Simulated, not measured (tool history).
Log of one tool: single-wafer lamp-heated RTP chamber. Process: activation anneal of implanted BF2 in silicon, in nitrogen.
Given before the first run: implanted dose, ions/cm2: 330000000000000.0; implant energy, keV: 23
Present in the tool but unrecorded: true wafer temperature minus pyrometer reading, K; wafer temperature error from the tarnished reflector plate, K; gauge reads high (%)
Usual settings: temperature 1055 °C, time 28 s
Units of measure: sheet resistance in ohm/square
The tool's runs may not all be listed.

run	hour	temperature	time	wafers since the last listed run	wafers since the last pyrometer calibration	wafers since the reflector plate was cleaned	hours since the gauge calibration	read-back reference wafer on the same gauge, sheet resistance	sheet resistance
1	0.0	1055	28	0	2308	6539	110.7	373.18	353.32
# hour 13.2: pyrometer window cleaned and pyrometer calibrated
2	13.7	1055	28	102	8	6642	124.4	372.90	356.80
3	21.1	1055	28	133	142	6776	131.8	372.91	355.79
4	30.1	1048	18	162	305	6939	140.8	373.02	361.11
5	40.6	1048	18	189	494	7128	151.3	372.91	361.91
6	47.1	1055	28	117	612	7246	157.8	373.02	355.76
7	89.5	1055	28	765	1377	8011	200.2	373.06	354.70
8	103.5	1047	28	252	1630	8264	214.2	373.19	356.68
9	112.5	1047	28	162	1793	8427	223.2	373.22	357.03
10	124.9	1055	28	223	2017	8651	235.6	372.81	354.49
# hour 139.0: pyrometer window cleaned and pyrometer calibrated
11	139.5	1055	28	119	9	8770	250.2	372.94	355.68
12	141.8	1055	37	41	51	8811	252.5	372.98	352.48
# hour 149.1: gauge calibrated
# hour 177.0: reflector plate cleaned
13	187.7	1055	37	684	735	193	38.6	372.83	351.14
14	193.9	1055	37	111	847	305	44.8	373.05	350.65
15	206.6	1055	32	229	1076	535	57.5	372.89	353.37
16	220.5	1055	28	251	1327	786	71.4	373.10	353.67
17	227.5	1044	15	126	1454	912	78.4	372.96	362.96
18	235.6	1055	39	146	1600	1058	86.5	373.06	351.04
19	246.8	1055	28	202	1802	1261	97.7	372.92	354.27
20	255.8	1068	12	162	1965	1423	106.7	372.78	360.22
21	265.6	1076	28	176	2142	1600	116.5	373.18	349.03
# hour 284.8: pyrometer window cleaned and pyrometer calibrated
22	285.3	1080	15	211	8	1811	136.2	373.05	359.16
23	290.3	1055	28	90	99	1902	141.2	373.13	356.34
24	297.1	1055	28	122	221	2025	148.0	372.85	356.11
25	315.0	1028	42	323	545	2348	165.9	372.90	355.46
26	330.8	1063	34	285	830	2633	181.7	372.93	351.98
27	338.6	1027	42	140	971	2774	189.5	373.02	357.58
28	348.0	1076	16	169	1141	2944	198.9	373.09	357.81
29	355.9	1055	28	142	1283	3087	206.8	372.85	355.67
# hour 389.6: gauge calibrated
30	391.9	1081	19	650	1933	3737	2.3	373.12	354.31

For each run, what was the tool's unlogged condition?
wafer temperature error from the tarnished reflector plate, K: 0 in every run
gauge reads high (%): 0 in every run
H1: true wafer temperature minus pyrometer reading, K
run	H1
1	12.6
2	0.771
3	1.45
4	2.28
5	3.24
6	3.84
7	7.73
8	9.02
9	9.84
10	11
11	3.02
12	3.23
13	7.45
14	8.02
15	9.18
16	10.5
17	11.1
18	11.8
19	12.9
20	13.7
21	14.6
22	0.582
23	1.04
24	1.67
25	3.31
26	4.76
27	5.48
28	6.34
29	7.07
30	10.4
